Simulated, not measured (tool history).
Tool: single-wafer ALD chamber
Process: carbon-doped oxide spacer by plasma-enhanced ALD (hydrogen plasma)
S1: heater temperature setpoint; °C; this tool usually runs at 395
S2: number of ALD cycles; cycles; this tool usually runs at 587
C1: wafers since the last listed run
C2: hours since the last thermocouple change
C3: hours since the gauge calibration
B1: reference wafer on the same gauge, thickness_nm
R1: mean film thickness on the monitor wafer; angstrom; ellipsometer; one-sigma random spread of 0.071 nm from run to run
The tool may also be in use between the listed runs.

run	hour	S1	S2	C1	C2	C3	B1	R1
1	0	395	545	0	816.4	737.3	26.992	263.07
2	98.7	395	545	61	915.1	836	26.982	262.2
3	198.7	395	545	61	1015.1	936	26.998	262.45
4	289.8	395	587	56	1106.2	1027.1	27.003	282.59
5	341.8	395	587	32	1158.2	1079.1	26.995	283.36
6	411.7	395	587	43	1228.1	1149	26.987	282.25
7	494.7	395	587	51	1311.1	1232	26.993	282.98
8	571	395	587	47	1387.4	1308.3	27.012	282.73
9	647.1	395	587	47	1463.5	1384.4	26.995	282.25
10	730.4	395	587	51	1546.8	1467.7	26.991	282.46
11	794.3	395	587	39	1610.7	1531.6	27.001	284.19
12	861.8	395	587	41	1678.2	1599.1	26.999	282.71
# hour 895.8: thermocouple changed; heater temperature recalibrated
13	905.8	408	587	22	10	1643.1	27	277.23
14	951	402	657	28	55.2	1688.3	27.001	314.97
15	1013.5	386	681	38	117.7	1750.8	26.997	329.58
16	1117.3	395	587	64	221.5	1854.6	26.994	282.35
17	1173.8	384	651	35	278	1911.1	26.997	312.72
# hour 1207.9: gauge calibrated
18	1340.9	395	474	103	445.1	133	27.005	228.06
19	1403.6	384	587	38	507.8	195.7	27.001	282.8
20	1471.4	408	526	42	575.6	263.5	26.999	248.61
21	1557.3	384	651	53	661.5	349.4	26.996	313.86
22	1601	384	515	27	705.2	393.1	27	246.48
23	1691.9	384	471	56	796.1	484	26.989	227.16
24	1966.8	407	682	170	1071	758.9	27.004	322.12

Branching from run 24: 5 alternative next runs. What would each branch give?
A	1968.1	395	472	0	1072.3	760.2	?	?
B	1968.1	389	656	0	1072.3	760.2	?	?
C	1968.1	400	678	0	1072.3	760.2	?	?
D	1968.1	408	506	0	1072.3	760.2	?	?
E	1968.1	395	618	0	1072.3	760.2	?	?

run	B1	R1
A	26.996	227.23
B	26.996	315.81
C	26.996	326.4
D	26.996	238.89
E	26.996	297.52
Without the tool's unlogged condition, the same runs would have read:
run	R1
A	227.23
B	315.81
C	326.4
D	238.89
E	297.52
